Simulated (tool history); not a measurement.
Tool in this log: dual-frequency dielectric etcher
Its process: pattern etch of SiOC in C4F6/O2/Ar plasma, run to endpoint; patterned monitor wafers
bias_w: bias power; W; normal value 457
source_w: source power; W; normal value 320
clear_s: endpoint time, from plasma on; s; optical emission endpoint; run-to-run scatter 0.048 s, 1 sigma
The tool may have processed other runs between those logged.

run   hour  bias_w  source_w  wafers since the last listed run  hours since the last wet clean  hours since the last bias power generator calibration  hours since the last source power generator calibration  hours since the last upper electrode change  incoming incoming film thickness, nm  clear_s
  1    0.0     457       280                                 0                           105.2                                                 2663.1                                                   3529.6                                       3752.4                                 38.90     17.0
  2   34.5     545       320                               381                           139.7                                                 2697.6                                                   3564.1                                       3786.9                                 38.40     15.1
  3   57.2     457       260                               251                           162.4                                                 2720.3                                                   3586.8                                       3809.6                                 38.84     17.6
  4   88.9     395       320                               350                           194.1                                                 2752.0                                                   3618.5                                       3841.3                                 38.69     16.8
  5  116.0     457       320                               299                           221.2                                                 2779.1                                                   3645.6                                       3868.4                                 38.75     16.2
  6  144.5     457       320                               315                           249.7                                                 2807.6                                                   3674.1                                       3896.9                                 38.97     16.3
  7  160.6     457       320                               178                           265.8                                                 2823.7                                                   3690.2                                       3913.0                                 38.92     16.3
  8  179.6     511       320                               210                           284.8                                                 2842.7                                                   3709.2                                       3932.0                                 38.49     15.5
  9  210.7     511       320                               344                           315.9                                                 2873.8                                                   3740.3                                       3963.1                                 38.59     15.7
 10  234.0     497       320                               257                           339.2                                                 2897.1                                                   3763.6                                       3986.4                                 39.11     16.0
 11  253.6     497       320                               216                           358.8                                                 2916.7                                                   3783.2                                       4006.0                                 38.97     15.9
 12  282.5     457       320                               319                           387.7                                                 2945.6                                                   3812.1                                       4034.9                                 38.74     16.4
     293.3  -- bias power generator calibrated
     320.6  -- wet clean of the chamber
 13  321.1     457       320                               117                             0.5                                                   27.8                                                   3850.7                                       4073.5                                 38.66     15.9
 14  350.1     457       380                               321                            29.5                                                   56.8                                                   3879.7                                       4102.5                                 38.89     15.1
 15  366.2     539       400                               178                            45.6                                                   72.9                                                   3895.8                                       4118.6                                 38.94     14.1
 16  394.8     457       290                               316                            74.2                                                  101.5                                                   3924.4                                       4147.2                                 39.15     16.9
 17  427.3     457       320                               359                           106.7                                                  134.0                                                   3956.9                                       4179.7                                 38.90     16.2
 18  444.9     363       280                               194                           124.3                                                  151.6                                                   3974.5                                       4197.3                                 38.62     18.3
     454.2  -- source power generator calibrated
 19  474.9     457       360                               287                           154.3                                                  181.6                                                     20.7                                       4227.3                                 39.14     15.6
     529.3  -- upper electrode replaced
 20  529.8     495       320                               342                           209.2                                                  236.5                                                     75.6                                          0.5                                 39.06     16.0
 21  535.8     501       380                                66                           215.2                                                  242.5                                                     81.6                                          6.5                                 38.48     14.7
 22  553.1     555       260                               191                           232.5                                                  259.8                                                     98.9                                         23.8                                 38.74     16.7
 23  588.3     490       320                               389                           267.7                                                  295.0                                                    134.1                                         59.0                                 38.88     16.1
 24  615.8     514       260                               304                           295.2                                                  322.5                                                    161.6                                         86.5                                 38.88     17.3
 25  638.1     344       320                               246                           317.5                                                  344.8                                                    183.9                                        108.8                                 38.91     17.9
 26  668.1     405       370                               332                           347.5                                                  374.8                                                    213.9                                        138.8                                 38.65     16.0
 27  690.5     494       320                               247                           369.9                                                  397.2                                                    236.3                                        161.2                                 39.10     16.2
 28  761.2     545       260                               782                           440.6                                                  467.9                                                    307.0                                        231.9                                 39.00     17.1
 29  794.8     354       350                               371                           474.2                                                  501.5                                                    340.6                                        265.5                                 39.20     17.6
 30  829.0     502       320                               378                           508.4                                                  535.7                                                    374.8                                        299.7                                 38.54     16.1
     854.1  -- wet clean of the chamber
 31  856.6     457       320                                39                             2.5                                                  563.3                                                    402.4                                        327.3                                 38.67     16.0
 32  873.0     457       320                               181                            18.9                                                  579.7                                                    418.8                                        343.7                                 38.76     16.1
 33  889.7     349       280                               184                            35.6                                                  596.4                                                    435.5                                        360.4                                 38.63     18.2
 34  912.8     457       320                               255                            58.7                                                  619.5                                                    458.6                                        383.5                                 38.66     16.1

Entry by entry between the runs, the difference in hidden state between the last listed run before and the first listed run after:
Logged between run 12 and run 13: bias power generator calibrated (hour 293.3); wet clean of the chamber (hour 320.6)
  etch rate over this chamber's usual, %: -2.79 -> -0.71
  measured result minus the result with no hidden state, clear_s: +0.5 -> +0.1 s
Logged between run 18 and run 19: source power generator calibrated (hour 454.2)
  etch rate over this chamber's usual, %: -1.59 -> -1.8
  measured result minus the result with no hidden state, clear_s: +0.3 -> +0.2 s
Logged between run 19 and run 20: upper electrode replaced (hour 529.3)
  etch rate over this chamber's usual, %: -1.8 -> -2.19
  measured result minus the result with no hidden state, clear_s: +0.2 -> +0.3 s
Logged between run 30 and run 31: wet clean of the chamber (hour 854.1)
  etch rate over this chamber's usual, %: -4.31 -> -0.597
  measured result minus the result with no hidden state, clear_s: +0.7 -> +0.1 s

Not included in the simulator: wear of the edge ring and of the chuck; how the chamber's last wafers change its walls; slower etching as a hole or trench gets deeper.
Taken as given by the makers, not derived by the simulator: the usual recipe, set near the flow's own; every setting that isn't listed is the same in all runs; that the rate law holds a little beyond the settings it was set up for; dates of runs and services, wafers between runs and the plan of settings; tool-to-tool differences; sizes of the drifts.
